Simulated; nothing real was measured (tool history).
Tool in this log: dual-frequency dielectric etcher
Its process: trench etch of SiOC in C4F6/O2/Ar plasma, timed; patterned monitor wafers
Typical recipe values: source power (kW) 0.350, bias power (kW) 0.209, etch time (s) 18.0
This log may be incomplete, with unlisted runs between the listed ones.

run    hour  source power (kW)  bias power (kW)  etch time (s)  wafers since the last listed run  hours since the last wet clean  hours since the last source power generator calibration  hours since the last bias power generator calibration  hours since the last upper electrode change  hours since the gauge calibration  read-back reference wafer on the same gauge, depth_nm  mean etch depth across the wafer (Å)
  1     0.0              0.350            0.171           18.0                                 0                           264.9                                                   2837.8                                                 3345.7                                       4614.9                              319.9                                                  39.13                                 337.2
  2    51.6              0.350            0.171           18.0                               700                           316.5                                                   2889.4                                                 3397.3                                       4666.5                              371.5                                                  39.12                                 337.9
       76.0  -- wet clean of the chamber
  3    99.0              0.350            0.171           18.0                               317                            23.0                                                   2936.8                                                 3444.7                                       4713.9                              418.9                                                  39.07                                 338.5
  4   143.7              0.320            0.225           18.0                               606                            67.7                                                   2981.5                                                 3489.4                                       4758.6                              463.6                                                  39.08                                 342.9
  5   203.6              0.320            0.225           18.0                               813                           127.6                                                   3041.4                                                 3549.3                                       4818.5                              523.5                                                  39.09                                 340.4
  6   268.6              0.320            0.225           18.0                               882                           192.6                                                   3106.4                                                 3614.3                                       4883.5                              588.5                                                  39.14                                 341.1
  7   328.8              0.350            0.222           18.0                               817                           252.8                                                   3166.6                                                 3674.5                                       4943.7                              648.7                                                  39.02                                 356.9
  8   456.1              0.350            0.222           18.0                              1728                           380.1                                                   3293.9                                                 3801.8                                       5071.0                              776.0                                                  39.12                                 354.8
      490.5  -- wet clean of the chamber
  9   511.1              0.350            0.209           18.0                               420                            20.6                                                   3348.9                                                 3856.8                                       5126.0                              831.0                                                  39.13                                 352.5
 10   560.3              0.390            0.209           18.0                               668                            69.8                                                   3398.1                                                 3906.0                                       5175.2                              880.2                                                  39.11                                 374.5
      623.2  -- upper electrode replaced
 11   630.1              0.350            0.209           18.0                               621                           139.6                                                   3467.9                                                 3975.8                                          6.9                              950.0                                                  39.09                                 349.0
 12   696.9              0.420            0.209           18.0                               907                           206.4                                                   3534.7                                                 4042.6                                         73.7                             1016.8                                                  39.16                                 384.4
 13   726.8              0.320            0.209           18.0                               406                           236.3                                                   3564.6                                                 4072.5                                        103.6                             1046.7                                                  39.10                                 336.9
 14   792.5              0.350            0.209           18.0                               892                           302.0                                                   3630.3                                                 4138.2                                        169.3                             1112.4                                                  39.12                                 350.9
      825.0  -- wet clean of the chamber
 15   825.5              0.350            0.209           18.0                               122                             0.5                                                   3663.3                                                 4171.2                                        202.3                             1145.4                                                  39.07                                 349.8
 16   862.5              0.280            0.209           20.0                               502                            37.5                                                   3700.3                                                 4208.2                                        239.3                             1182.4                                                  39.12                                 344.5
 17   889.7              0.350            0.163           15.0                               369                            64.7                                                   3727.5                                                 4235.4                                        266.5                             1209.6                                                  39.09                                 278.6
 18   937.6              0.350            0.209           20.0                               650                           112.6                                                   3775.4                                                 4283.3                                        314.4                             1257.5                                                  39.13                                 388.3
      980.3  -- gauge calibrated
     1009.0  -- bias power generator calibrated
 19  1009.5              0.350            0.225           15.0                               922                           184.5                                                   3847.3                                                    0.5                                        386.3                               29.2                                                  39.05                                 298.2
 20  1052.0              0.440            0.167           22.0                               577                           227.0                                                   3889.8                                                   43.0                                        428.8                               71.7                                                  39.06                                 457.9
 21  1091.4              0.350            0.209           18.0                               535                           266.4                                                   3929.2                                                   82.4                                        468.2                              111.1                                                  39.14                                 353.8
 22  1150.5              0.350            0.253           14.5                               802                           325.5                                                   3988.3                                                  141.5                                        527.3                              170.2                                                  39.12                                 296.6
     1155.9  -- source power generator calibrated
     1191.2  -- wet clean of the chamber
 23  1191.7              0.350            0.209           22.0                               179                             0.5                                                     35.8                                                  182.7                                        568.5                              211.4                                                  39.11                                 430.2
 24  1239.4              0.390            0.168           23.0                               647                            48.2                                                     83.5                                                  230.4                                        616.2                              259.1                                                  39.08                                 456.6
 25  1279.3              0.280            0.209           18.0                               541                            88.1                                                    123.4                                                  270.3                                        656.1                              299.0                                                  39.08                                 314.0
 26  1348.4              0.350            0.171           18.0                               938                           157.2                                                    192.5                                                  339.4                                        725.2                              368.1                                                  39.06                                 336.7
 27  1414.8              0.310            0.209           15.0                               901                           223.6                                                    258.9                                                  405.8                                        791.6                              434.5                                                  39.11                                 275.9
 28  1482.5              0.350            0.209           18.0                               919                           291.3                                                    326.6                                                  473.5                                        859.3                              502.2                                                  39.07                                 353.6
 29  1524.6              0.350            0.209           21.5                               571                           333.4                                                    368.7                                                  515.6                                        901.4                              544.3                                                  39.16                                 417.3

List, for all runs, the conditions of the tool that the log does not record:
etch rate over this chamber's usual, %: 0 in every run
source power that arrives over what is set, %: 0 in every run
bias power that arrives over what is set, %: 0 in every run
gauge reads high (%): 0 in every run

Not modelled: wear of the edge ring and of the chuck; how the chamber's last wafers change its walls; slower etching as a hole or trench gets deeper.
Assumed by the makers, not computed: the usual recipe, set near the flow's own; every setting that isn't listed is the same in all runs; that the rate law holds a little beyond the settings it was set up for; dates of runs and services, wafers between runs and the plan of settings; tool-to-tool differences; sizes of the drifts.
